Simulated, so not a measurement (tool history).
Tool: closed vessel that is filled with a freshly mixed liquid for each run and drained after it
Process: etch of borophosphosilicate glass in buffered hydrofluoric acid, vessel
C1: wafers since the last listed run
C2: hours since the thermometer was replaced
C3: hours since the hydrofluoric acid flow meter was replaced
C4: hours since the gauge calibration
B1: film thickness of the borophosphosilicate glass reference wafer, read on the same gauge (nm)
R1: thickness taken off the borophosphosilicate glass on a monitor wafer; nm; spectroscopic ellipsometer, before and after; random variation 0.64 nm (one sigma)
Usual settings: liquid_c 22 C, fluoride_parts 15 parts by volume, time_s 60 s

{"run": 1, "hour": 0.0, "liquid_c": 22, "fluoride_parts": 15, "time_s": 60, "C1": 0, "C2": 1245.6, "C3": 451.6, "C4": 395.1, "B1": 29.98, "R1": 133.61}
{"hour": 23.6, "done": "hydrofluoric acid flow meter replaced"}
{"run": 2, "hour": 44.0, "liquid_c": 22, "fluoride_parts": 15, "time_s": 60, "C1": 5481, "C2": 1289.6, "C3": 20.4, "C4": 439.1, "B1": 30.01, "R1": 124.78}
{"run": 3, "hour": 99.1, "liquid_c": 22, "fluoride_parts": 15, "time_s": 60, "C1": 7023, "C2": 1344.7, "C3": 75.5, "C4": 494.2, "B1": 30.01, "R1": 126.46}
{"run": 4, "hour": 139.7, "liquid_c": 22, "fluoride_parts": 15, "time_s": 60, "C1": 5175, "C2": 1385.3, "C3": 116.1, "C4": 534.8, "B1": 29.98, "R1": 125.73}
{"run": 5, "hour": 164.6, "liquid_c": 22, "fluoride_parts": 15, "time_s": 60, "C1": 3174, "C2": 1410.2, "C3": 141, "C4": 559.7, "B1": 29.99, "R1": 127.13}
{"run": 6, "hour": 189.0, "liquid_c": 22, "fluoride_parts": 15, "time_s": 60, "C1": 3110, "C2": 1434.6, "C3": 165.4, "C4": 584.1, "B1": 29.98, "R1": 128.11}
{"run": 7, "hour": 254.9, "liquid_c": 22, "fluoride_parts": 15, "time_s": 60, "C1": 8400, "C2": 1500.5, "C3": 231.3, "C4": 650, "B1": 30.02, "R1": 129.83}
{"run": 8, "hour": 303.6, "liquid_c": 26, "fluoride_parts": 15, "time_s": 60, "C1": 6208, "C2": 1549.2, "C3": 280, "C4": 698.7, "B1": 30, "R1": 160.51}
{"run": 9, "hour": 347.1, "liquid_c": 26, "fluoride_parts": 15, "time_s": 60, "C1": 5545, "C2": 1592.7, "C3": 323.5, "C4": 742.2, "B1": 30, "R1": 163.47}
{"run": 10, "hour": 414.0, "liquid_c": 22, "fluoride_parts": 17, "time_s": 85, "C1": 8528, "C2": 1659.6, "C3": 390.4, "C4": 809.1, "B1": 29.98, "R1": 165.06}
{"hour": 432.2, "done": "thermometer replaced"}
{"run": 11, "hour": 449.2, "liquid_c": 22, "fluoride_parts": 15, "time_s": 60, "C1": 4359, "C2": 17, "C3": 425.6, "C4": 844.3, "B1": 29.98, "R1": 132.63}
{"hour": 451.9, "done": "hydrofluoric acid flow meter replaced"}
{"run": 12, "hour": 482.8, "liquid_c": 25, "fluoride_parts": 15, "time_s": 60, "C1": 4155, "C2": 50.6, "C3": 30.9, "C4": 877.9, "B1": 29.99, "R1": 147.32}
{"hour": 513.5, "done": "gauge calibrated"}
{"run": 13, "hour": 530.8, "liquid_c": 22, "fluoride_parts": 15, "time_s": 45, "C1": 6118, "C2": 98.6, "C3": 78.9, "C4": 17.3, "B1": 30.01, "R1": 94.74}
{"run": 14, "hour": 565.0, "liquid_c": 26.5, "fluoride_parts": 15, "time_s": 60, "C1": 4359, "C2": 132.8, "C3": 113.1, "C4": 51.5, "B1": 30.01, "R1": 161.62}
{"run": 15, "hour": 760.2, "liquid_c": 22, "fluoride_parts": 16.5, "time_s": 60, "C1": 24883, "C2": 328, "C3": 308.3, "C4": 246.7, "B1": 30, "R1": 118.73}
{"run": 16, "hour": 810.2, "liquid_c": 26, "fluoride_parts": 10, "time_s": 60, "C1": 6373, "C2": 378, "C3": 358.3, "C4": 296.7, "B1": 30, "R1": 236.24}
{"run": 17, "hour": 838.4, "liquid_c": 22, "fluoride_parts": 15, "time_s": 60, "C1": 3594, "C2": 406.2, "C3": 386.5, "C4": 324.9, "B1": 30.01, "R1": 131.82}
{"hour": 849.5, "done": "hydrofluoric acid flow meter replaced"}
{"run": 18, "hour": 905.7, "liquid_c": 22, "fluoride_parts": 10, "time_s": 30, "C1": 8451, "C2": 473.5, "C3": 56.2, "C4": 392.2, "B1": 29.99, "R1": 92.32}
{"run": 19, "hour": 939.4, "liquid_c": 22, "fluoride_parts": 19, "time_s": 60, "C1": 4295, "C2": 507.2, "C3": 89.9, "C4": 425.9, "B1": 30.02, "R1": 99.44}
{"run": 20, "hour": 1000.0, "liquid_c": 18.5, "fluoride_parts": 10.5, "time_s": 60, "C1": 7725, "C2": 567.8, "C3": 150.5, "C4": 486.5, "B1": 30.02, "R1": 147.64}
{"run": 21, "hour": 1037.4, "liquid_c": 22, "fluoride_parts": 9, "time_s": 95, "C1": 4767, "C2": 605.2, "C3": 187.9, "C4": 523.9, "B1": 29.98, "R1": 325.11}
{"run": 22, "hour": 1065.2, "liquid_c": 19, "fluoride_parts": 15, "time_s": 45, "C1": 3543, "C2": 633, "C3": 215.7, "C4": 551.7, "B1": 30.01, "R1": 82.05}
{"run": 23, "hour": 1102.2, "liquid_c": 26, "fluoride_parts": 15, "time_s": 60, "C1": 4716, "C2": 670, "C3": 252.7, "C4": 588.7, "B1": 30, "R1": 160.3}
{"run": 24, "hour": 1134.2, "liquid_c": 18, "fluoride_parts": 18, "time_s": 35, "C1": 4079, "C2": 702, "C3": 284.7, "C4": 620.7, "B1": 30.01, "R1": 50.61}
{"run": 25, "hour": 1161.3, "liquid_c": 26.5, "fluoride_parts": 16.5, "time_s": 60, "C1": 3454, "C2": 729.1, "C3": 311.8, "C4": 647.8, "B1": 30, "R1": 150.98}
{"run": 26, "hour": 1199.0, "liquid_c": 22, "fluoride_parts": 15, "time_s": 60, "C1": 4805, "C2": 766.8, "C3": 349.5, "C4": 685.5, "B1": 30, "R1": 132.07}

3 ways to go on from here, each from the tool as it stands after run 26. What would each give?
{"run": "A", "hour": 1199.7, "liquid_c": 22, "fluoride_parts": 15, "time_s": 60, "C1": 89, "C2": 767.5, "C3": 350.2, "C4": 686.2, "B1": "?", "R1": "?"}
{"run": "B", "hour": 1199.7, "liquid_c": 20.5, "fluoride_parts": 17.5, "time_s": 50, "C1": 89, "C2": 767.5, "C3": 350.2, "C4": 686.2, "B1": "?", "R1": "?"}
{"run": "C", "hour": 1199.7, "liquid_c": 22, "fluoride_parts": 20.5, "time_s": 30, "C1": 89, "C2": 767.5, "C3": 350.2, "C4": 686.2, "B1": "?", "R1": "?"}

run=A B1=29.99 R1=130.71
run=B B1=29.99 R1=86.13
run=C B1=29.99 R1=47.99
Without the tool's hidden state the same runs would have given:
run=A R1=123.53
run=B R1=81.38
run=C R1=45.68

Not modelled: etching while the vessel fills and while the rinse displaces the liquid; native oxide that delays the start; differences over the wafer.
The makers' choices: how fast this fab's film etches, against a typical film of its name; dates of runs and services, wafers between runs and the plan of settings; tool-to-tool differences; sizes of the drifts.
